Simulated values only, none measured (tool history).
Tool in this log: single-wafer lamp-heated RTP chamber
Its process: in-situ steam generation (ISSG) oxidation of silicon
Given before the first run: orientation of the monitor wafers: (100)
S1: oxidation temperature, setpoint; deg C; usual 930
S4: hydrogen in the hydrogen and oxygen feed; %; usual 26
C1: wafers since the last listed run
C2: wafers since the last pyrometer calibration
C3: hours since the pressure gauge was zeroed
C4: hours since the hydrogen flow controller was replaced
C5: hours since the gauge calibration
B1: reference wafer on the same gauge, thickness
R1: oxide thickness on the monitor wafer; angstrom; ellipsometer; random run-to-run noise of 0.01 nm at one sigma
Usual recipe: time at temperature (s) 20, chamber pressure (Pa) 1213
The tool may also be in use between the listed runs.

run 1 hour=0 | S1=930 time_at_temperature_(s)=23 chamber_pressure_(Pa)=1213 S4=26 | C1=0 C2=3536 C3=1877.8 C4=3139.4 C5=314.4 | B1=5.045 | R1=48.64
run 2 hour=25.5 | S1=930 time_at_temperature_(s)=23 chamber_pressure_(Pa)=1213 S4=26 | C1=405 C2=3941 C3=1903.3 C4=3164.9 C5=339.9 | B1=5.049 | R1=48.7
run 3 hour=55.1 | S1=930 time_at_temperature_(s)=20 chamber_pressure_(Pa)=1213 S4=26 | C1=470 C2=4412 C3=1932.9 C4=3194.5 C5=369.5 | B1=5.051 | R1=46.33
run 4 hour=73.6 | S1=930 time_at_temperature_(s)=20 chamber_pressure_(Pa)=1213 S4=26 | C1=294 C2=4706 C3=1951.4 C4=3213 C5=388 | B1=5.05 | R1=46.19
run 5 hour=97.3 | S1=930 time_at_temperature_(s)=20 chamber_pressure_(Pa)=1213 S4=26 | C1=376 C2=5083 C3=1975.1 C4=3236.7 C5=411.7 | B1=5.048 | R1=46.4
run 6 hour=114.8 | S1=930 time_at_temperature_(s)=20 chamber_pressure_(Pa)=1213 S4=26 | C1=278 C2=5361 C3=1992.6 C4=3254.2 C5=429.2 | B1=5.051 | R1=46.19
run 7 hour=135.6 | S1=922 time_at_temperature_(s)=20 chamber_pressure_(Pa)=1080 S4=26 | C1=330 C2=5692 C3=2013.4 C4=3275 C5=450 | B1=5.053 | R1=45.8
run 8 hour=167.1 | S1=930 time_at_temperature_(s)=20 chamber_pressure_(Pa)=1213 S4=26 | C1=500 C2=6192 C3=2044.9 C4=3306.5 C5=481.5 | B1=5.046 | R1=46.44
run 9 hour=195.9 | S1=930 time_at_temperature_(s)=20 chamber_pressure_(Pa)=1213 S4=26 | C1=457 C2=6650 C3=2073.7 C4=3335.3 C5=510.3 | B1=5.054 | R1=46.71
run 10 hour=231.2 | S1=930 time_at_temperature_(s)=20 chamber_pressure_(Pa)=1213 S4=26 | C1=561 C2=7211 C3=2109 C4=3370.6 C5=545.6 | B1=5.051 | R1=46.59
run 11 hour=247.2 | S1=930 time_at_temperature_(s)=20 chamber_pressure_(Pa)=1213 S4=26 | C1=254 C2=7466 C3=2125 C4=3386.6 C5=561.6 | B1=5.047 | R1=46.96
-- hour=274.4 pyrometer window cleaned and pyrometer calibrated
run 12 hour=274.9 | S1=930 time_at_temperature_(s)=20 chamber_pressure_(Pa)=1213 S4=26 | C1=313 C2=8 C3=2152.7 C4=3414.3 C5=589.3 | B1=5.051 | R1=45.69
-- hour=297.7 hydrogen flow controller replaced
run 13 hour=298.2 | S1=930 time_at_temperature_(s)=20 chamber_pressure_(Pa)=1213 S4=26 | C1=243 C2=251 C3=2176 C4=0.5 C5=612.6 | B1=5.047 | R1=45.75
run 14 hour=316.4 | S1=930 time_at_temperature_(s)=20 chamber_pressure_(Pa)=1213 S4=26 | C1=289 C2=540 C3=2194.2 C4=18.7 C5=630.8 | B1=5.053 | R1=45.82
run 15 hour=348.4 | S1=930 time_at_temperature_(s)=20 chamber_pressure_(Pa)=1013 S4=26 | C1=508 C2=1049 C3=2226.2 C4=50.7 C5=662.8 | B1=5.05 | R1=46.42
run 16 hour=381.6 | S1=937 time_at_temperature_(s)=15 chamber_pressure_(Pa)=1107 S4=26 | C1=527 C2=1577 C3=2259.4 C4=83.9 C5=696 | B1=5.049 | R1=42.35
run 17 hour=410.3 | S1=922 time_at_temperature_(s)=27 chamber_pressure_(Pa)=1213 S4=26 | C1=456 C2=2033 C3=2288.1 C4=112.6 C5=724.7 | B1=5.048 | R1=50.5

For run 18, what comes out?
run 18 hour=431.9 | S1=930 time_at_temperature_(s)=22 chamber_pressure_(Pa)=1213 S4=17 | C1=343 C2=2376 C3=2309.7 C4=134.2 C5=746.3 | B1=? | R1=?

Run 18 produced B1 5.05, R1 43.28 angstrom.
Without the tool's hidden state the same run would have given R1 43.12 angstrom.
